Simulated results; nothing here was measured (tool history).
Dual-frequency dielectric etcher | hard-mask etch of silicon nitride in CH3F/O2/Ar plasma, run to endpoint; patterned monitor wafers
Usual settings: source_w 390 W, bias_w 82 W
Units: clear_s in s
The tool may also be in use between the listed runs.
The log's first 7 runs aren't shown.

run,hour,source_w,bias_w,"incoming incoming film thickness, nm",clear_s
8,314.9,390,82,49.72,65.1
9,350.5,440,87,49.54,59.8
10,383.9,390,69,49.96,69.8
11,432.4,390,69,50.51,71
12,494.7,390,69,49.03,67.7
13,522.8,390,82,49.13,62.8
# hour 572.2: wet clean of the chamber
14,572.7,390,82,50.12,67
15,618,410,82,49.71,65.1
16,646.8,310,71,49.32,75.2
17,673.9,440,87,49.77,61.4
18,720.7,390,82,49.94,65
# hour 778.7: bias power generator calibrated
19,779.2,340,102,49.22,61.2
20,840,390,82,49.18,63.5
# hour 892.2: source power generator calibrated
# hour 905: upper electrode replaced
21,905.5,350,71,48.89,69.5
22,966.5,390,74,49.45,65.5
23,1032.7,360,82,49.51,64.7
# hour 1072.9: wet clean of the chamber
24,1073.4,310,101,49.55,64.7
25,1119.3,340,82,49.5,68.6
26,1154.7,390,70,49.68,69.9
27,1197.3,310,101,50.02,63.5
28,1266.7,450,89,49.72,59.4
29,1460.8,390,82,49.44,62.7
30,1615.5,320,90,49.27,64.4
31,1646.5,490,98,49.73,53.2

Forecast each of these 5 alternatives for the next run:
A,1646.9,390,76,49.84,?
B,1646.9,490,101,49.84,?
C,1646.9,460,88,49.84,?
D,1646.9,350,102,49.84,?
E,1646.9,450,82,49.84,?

run,clear_s
A,64.2
B,52.7
C,57
D,58.7
E,59.2
Without the tool's hidden state the same runs would have given:
run,clear_s
A,68.2
B,56
C,60.6
D,62.3
E,62.9
